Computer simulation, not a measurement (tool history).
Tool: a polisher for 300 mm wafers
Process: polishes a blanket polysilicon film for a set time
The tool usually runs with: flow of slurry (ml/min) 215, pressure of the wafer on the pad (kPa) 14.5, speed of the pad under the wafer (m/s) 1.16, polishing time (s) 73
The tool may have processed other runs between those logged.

| run | day | flow of slurry (ml/min) | pressure of the wafer on the pad (kPa) | speed of the pad under the wafer (m/s) | polishing time (s) | incoming thickness of the incoming film, nm | film removed (angstrom) |
|---|---|---|---|---|---|---|---|
| 1 | 0 | 215 | 14.5 | 1.16 | 73 | 2207.6 | 4731 |
|  | 0.079 | head pressure recalibrated |
|  | 2.104 | worn pad replaced by a new one |
| 2 | 3.05 | 215 | 14.5 | 1.16 | 73 | 2179 | 4676 |
| 3 | 6.825 | 215 | 14.5 | 1.16 | 73 | 2175 | 4645 |
| 4 | 10.854 | 215 | 14.5 | 1.16 | 61 | 2157.1 | 3896 |
| 5 | 14.567 | 215 | 14.5 | 1.16 | 53 | 2189.7 | 3412 |
|  | 17.533 | worn pad replaced by a new one |
| 6 | 17.954 | 215 | 14.5 | 1.16 | 73 | 2169.2 | 4649 |
|  | 18.004 | slurry nozzle cleaned |
| 7 | 19.829 | 215 | 14.5 | 1.16 | 73 | 2163.8 | 4699 |
| 8 | 21.779 | 215 | 14.5 | 1.16 | 73 | 2193.8 | 4655 |
| 9 | 23.925 | 215 | 14.5 | 1.16 | 73 | 2154.1 | 4694 |
| 10 | 28.371 | 175 | 14.5 | 1.16 | 73 | 2212.1 | 4612 |
|  | 30.333 | worn pad replaced by a new one |
| 11 | 32.838 | 215 | 14.5 | 1.16 | 73 | 2208.4 | 4696 |
| 12 | 36.408 | 145 | 10.3 | 0.82 | 81 | 2181 | 2535 |
|  | 42.475 | head pressure recalibrated |
|  | 43.592 | worn pad replaced by a new one |
| 13 | 48.046 | 285 | 11 | 0.9 | 90 | 2174.1 | 3584 |
| 14 | 50.392 | 255 | 16.5 | 1.5 | 98 | 2178.1 | 9537 |
|  | 53.75 | slurry nozzle cleaned |
| 15 | 53.962 | 215 | 14.5 | 0.98 | 73 | 2202.5 | 3983 |
|  | 55.975 | worn pad replaced by a new one |
| 16 | 57.742 | 215 | 14.5 | 1.16 | 73 | 2193.3 | 4661 |
| 17 | 61.154 | 275 | 14.5 | 1.16 | 94 | 2183.8 | 6244 |
| 18 | 64.158 | 155 | 14.5 | 1.16 | 53 | 2211.5 | 3241 |
| 19 | 68.208 | 215 | 19.3 | 0.82 | 73 | 2205.2 | 4513 |
| 20 | 71.604 | 215 | 14.5 | 1.16 | 73 | 2202.2 | 4661 |

5 ways to go on from here, each from the tool as it stands after run 20. What would each give?
| A | 71.625 | 215 | 14.5 | 1.42 | 73 | 2178.4 | ? |
| B | 71.625 | 165 | 18.6 | 1.56 | 52 | 2178.4 | ? |
| C | 71.625 | 255 | 14.5 | 1.16 | 83 | 2178.4 | ? |
| D | 71.625 | 215 | 17.2 | 1.16 | 73 | 2178.4 | ? |
| E | 71.625 | 285 | 12.4 | 1.16 | 73 | 2178.4 | ? |

| run | film removed (angstrom) |
|---|---|
| A | 5653 |
| B | 5473 |
| C | 5395 |
| D | 5544 |
| E | 4111 |
Without the tool's unlogged condition, the same runs would have read:
| run | film removed (angstrom) |
|---|---|
| A | 5653 |
| B | 5473 |
| C | 5395 |
| D | 5544 |
| E | 4111 |
